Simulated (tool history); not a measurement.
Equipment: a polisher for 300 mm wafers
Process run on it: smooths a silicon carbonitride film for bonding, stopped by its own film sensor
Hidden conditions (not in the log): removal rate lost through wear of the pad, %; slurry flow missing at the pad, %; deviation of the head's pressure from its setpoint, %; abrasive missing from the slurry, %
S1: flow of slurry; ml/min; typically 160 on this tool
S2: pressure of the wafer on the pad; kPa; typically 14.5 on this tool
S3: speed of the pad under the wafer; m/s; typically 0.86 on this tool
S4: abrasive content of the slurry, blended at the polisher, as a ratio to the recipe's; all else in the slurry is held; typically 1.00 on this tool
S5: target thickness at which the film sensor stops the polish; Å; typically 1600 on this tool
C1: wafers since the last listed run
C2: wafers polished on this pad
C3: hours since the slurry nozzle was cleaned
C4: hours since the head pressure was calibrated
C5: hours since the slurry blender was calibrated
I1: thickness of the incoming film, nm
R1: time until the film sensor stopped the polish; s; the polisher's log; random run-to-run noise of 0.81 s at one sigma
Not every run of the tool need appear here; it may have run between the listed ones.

run,hour,S1,S2,S3,S4,S5,C1,C2,C3,C4,C5,I1,R1
1,0.0,160,14.5,0.86,1.00,1600,0,342,324.8,118.5,252.5,182.7,79.5
2,56.1,160,14.5,0.86,1.00,1600,316,658,380.9,174.6,308.6,180.5,71.6
3,110.5,160,14.5,0.86,1.00,1600,307,965,435.3,229.0,363.0,176.4,57.7
# hour 183.6: slurry blender recalibrated
4,274.2,160,14.5,0.86,1.10,1600,912,1878,599.0,392.7,90.6,177.5,57.4
5,310.9,160,14.5,0.86,1.10,1600,207,2085,635.7,429.4,127.3,180.2,67.4
# hour 329.8: head pressure recalibrated
# hour 353.1: slurry nozzle cleaned
6,370.6,160,14.5,0.86,1.00,1600,320,2405,17.5,40.8,187.0,178.9,61.6
# hour 384.0: worn pad replaced by a new one
7,403.7,160,14.5,0.86,1.00,1600,164,111,50.6,73.9,220.1,181.8,70.3
8,471.8,160,14.5,0.86,1.00,1600,384,495,118.7,142.0,288.2,183.6,75.0
9,506.6,160,14.5,0.86,1.00,1600,196,691,153.5,176.8,323.0,179.5,62.4
10,571.3,160,14.5,0.86,1.00,1600,365,1057,218.2,241.5,387.7,182.1,69.2
11,604.4,160,14.5,0.86,1.00,1600,186,1243,251.3,274.6,420.8,180.2,64.9
# hour 657.7: slurry blender recalibrated
12,674.9,160,14.5,0.86,1.00,1600,386,1630,321.8,345.1,17.2,179.4,61.3
# hour 745.0: head pressure recalibrated, repeated, since the last time left the tool worse
# hour 763.3: worn pad replaced by a new one
13,847.2,120,14.5,0.86,0.75,1600,938,473,494.1,102.2,189.5,181.3,93.0
14,903.6,160,14.5,0.86,1.00,1600,318,791,550.5,158.6,245.9,180.9,72.9
15,948.2,160,17.9,0.86,1.00,1600,251,1043,595.1,203.2,290.5,177.9,50.4
16,996.2,160,14.5,1.06,1.00,1600,270,1314,643.1,251.2,338.5,182.3,66.2
17,1045.1,200,14.5,0.96,1.00,1570,275,1590,692.0,300.1,387.4,180.5,72.9
18,1095.4,160,16.5,0.86,1.10,1600,283,1874,742.3,350.4,437.7,176.5,47.9
19,1161.7,160,14.5,0.86,1.00,1600,374,2248,808.6,416.7,504.0,179.8,69.0
# hour 1172.0: slurry blender recalibrated
# hour 1183.5: worn pad replaced by a new one
# hour 1190.9: head pressure recalibrated
# hour 1214.6: slurry nozzle cleaned
20,1222.8,160,14.5,0.98,1.00,1600,294,204,8.2,31.9,50.8,179.1,61.3
21,1284.3,160,14.5,0.86,1.00,1600,347,551,69.7,93.4,112.3,178.9,66.5
22,1324.2,190,14.5,0.86,1.00,1540,225,777,109.6,133.3,152.2,182.7,97.9
23,1385.4,160,14.5,0.86,1.00,1600,345,1122,170.8,194.5,213.4,181.4,74.6
24,1417.9,160,14.5,0.86,1.00,1600,183,1305,203.3,227.0,245.9,182.6,78.8
25,1462.7,210,14.5,0.78,1.15,1600,252,1558,248.1,271.8,290.7,182.6,76.9
26,1506.0,160,10.3,0.86,0.85,1650,244,1803,291.4,315.1,334.0,180.2,80.4
27,1531.3,125,14.5,0.86,1.00,1600,142,1945,316.7,340.4,359.3,178.4,65.8
# hour 1576.4: slurry blender recalibrated
28,1595.6,195,14.5,0.70,1.00,1580,351,2297,381.0,404.7,19.2,180.7,92.1
29,1628.2,160,14.5,0.86,1.00,1600,183,2481,413.6,437.3,51.8,179.6,68.4
# hour 1661.5: worn pad replaced by a new one
30,1683.3,175,14.5,0.86,1.00,1600,288,123,468.7,492.4,106.9,176.9,57.1
# hour 1699.3: head pressure recalibrated
31,1718.9,160,14.5,0.86,1.00,1600,189,312,504.3,19.6,142.5,180.4,72.1

Measured result minus the same run's result without the hidden state. Both carry the same run-to-run variation, though not necessarily the same gauge scatter:
run,R1
1,-2.4
2,-2.7
3,-2.5
4,-3.0
5,-3.6
6,-7.1
7,-8.6
8,-10.1
9,-8.8
10,-10.2
11,-9.7
12,-9.5
13,-2.1
14,-2.4
15,-1.8
16,-2.7
17,-3.3
18,-2.3
19,-3.4
20,-0.5
21,-1.6
22,-3.2
23,-3.0
24,-3.4
25,-3.6
26,-3.9
27,-3.4
28,-4.9
29,-3.7
30,-3.1
31,-1.0
